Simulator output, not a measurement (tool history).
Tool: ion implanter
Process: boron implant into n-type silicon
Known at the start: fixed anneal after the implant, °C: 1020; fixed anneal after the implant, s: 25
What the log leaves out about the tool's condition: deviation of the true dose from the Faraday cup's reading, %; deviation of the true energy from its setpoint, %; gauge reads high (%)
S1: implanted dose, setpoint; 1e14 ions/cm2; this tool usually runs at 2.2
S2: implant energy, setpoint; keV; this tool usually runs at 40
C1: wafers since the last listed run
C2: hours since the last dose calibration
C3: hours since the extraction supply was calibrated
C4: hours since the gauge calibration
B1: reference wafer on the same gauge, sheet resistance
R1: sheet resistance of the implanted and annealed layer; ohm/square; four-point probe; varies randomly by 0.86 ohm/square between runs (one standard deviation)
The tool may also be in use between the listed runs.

{"run": 1, "hour": 0.0, "S1": 2.2, "S2": 33.5, "C1": 0, "C2": 1023.2, "C3": 3208.4, "C4": 198.3, "B1": 447.12, "R1": 420.12}
{"run": 2, "hour": 28.2, "S1": 2.2, "S2": 33.5, "C1": 736, "C2": 1051.4, "C3": 3236.6, "C4": 226.5, "B1": 446.87, "R1": 420.08}
{"run": 3, "hour": 46.1, "S1": 2.2, "S2": 33.5, "C1": 467, "C2": 1069.3, "C3": 3254.5, "C4": 244.4, "B1": 446.91, "R1": 417.68}
{"run": 4, "hour": 63.9, "S1": 1.68, "S2": 29, "C1": 464, "C2": 1087.1, "C3": 3272.3, "C4": 262.2, "B1": 446.96, "R1": 526.42}
{"run": 5, "hour": 96.5, "S1": 1.68, "S2": 29, "C1": 851, "C2": 1119.7, "C3": 3304.9, "C4": 294.8, "B1": 446.85, "R1": 527.4}
{"run": 6, "hour": 134.6, "S1": 2.2, "S2": 40, "C1": 994, "C2": 1157.8, "C3": 3343, "C4": 332.9, "B1": 447.09, "R1": 410.95}
{"run": 7, "hour": 149.7, "S1": 2.45, "S2": 40, "C1": 394, "C2": 1172.9, "C3": 3358.1, "C4": 348, "B1": 446.93, "R1": 377.02}
{"run": 8, "hour": 182.9, "S1": 2.45, "S2": 40, "C1": 866, "C2": 1206.1, "C3": 3391.3, "C4": 381.2, "B1": 447.06, "R1": 377.51}
{"run": 9, "hour": 203.3, "S1": 2.45, "S2": 40, "C1": 532, "C2": 1226.5, "C3": 3411.7, "C4": 401.6, "B1": 447.18, "R1": 377.61}
{"run": 10, "hour": 215.4, "S1": 2, "S2": 40, "C1": 315, "C2": 1238.6, "C3": 3423.8, "C4": 413.7, "B1": 447.16, "R1": 438.01}
{"hour": 240.2, "done": "gauge calibrated"}
{"hour": 244.6, "done": "extraction supply calibrated"}
{"run": 11, "hour": 246.7, "S1": 2.38, "S2": 34, "C1": 608, "C2": 1269.9, "C3": 2.1, "C4": 6.5, "B1": 447.05, "R1": 392.85}
{"hour": 267.2, "done": "Faraday cup replaced and dose calibrated"}
{"run": 12, "hour": 276.3, "S1": 2.2, "S2": 40, "C1": 563, "C2": 9.1, "C3": 31.7, "C4": 36.1, "B1": 447.06, "R1": 398.51}
{"run": 13, "hour": 292.1, "S1": 1.99, "S2": 40, "C1": 412, "C2": 24.9, "C3": 47.5, "C4": 51.9, "B1": 447.05, "R1": 428.67}
{"run": 14, "hour": 323.5, "S1": 1.64, "S2": 29, "C1": 819, "C2": 56.3, "C3": 78.9, "C4": 83.3, "B1": 447, "R1": 520.95}
{"run": 15, "hour": 356.9, "S1": 2.2, "S2": 28, "C1": 872, "C2": 89.7, "C3": 112.3, "C4": 116.7, "B1": 447.06, "R1": 417.57}
{"run": 16, "hour": 385.6, "S1": 1.96, "S2": 34.5, "C1": 749, "C2": 118.4, "C3": 141, "C4": 145.4, "B1": 447, "R1": 447.37}
{"run": 17, "hour": 411.4, "S1": 2.2, "S2": 32.5, "C1": 673, "C2": 144.2, "C3": 166.8, "C4": 171.2, "B1": 446.95, "R1": 411.7}
{"run": 18, "hour": 429.2, "S1": 2.65, "S2": 44.5, "C1": 464, "C2": 162, "C3": 184.6, "C4": 189, "B1": 446.96, "R1": 343.76}
{"run": 19, "hour": 442.6, "S1": 2.2, "S2": 40, "C1": 349, "C2": 175.4, "C3": 198, "C4": 202.4, "B1": 446.93, "R1": 402.59}
{"run": 20, "hour": 467.7, "S1": 2.72, "S2": 40, "C1": 655, "C2": 200.5, "C3": 223.1, "C4": 227.5, "B1": 447.3, "R1": 342.45}

What does the tool deliver on the next run?
{"run": 21, "hour": 488.0, "S1": 2.2, "S2": 40, "C1": 530, "C2": 220.8, "C3": 243.4, "C4": 247.8, "B1": "?", "R1": "?"}

Run 21 came out at B1 446.84, R1 402.98 ohm/square.
Without the tool's hidden state the same run would have given R1 393.11 ohm/square.
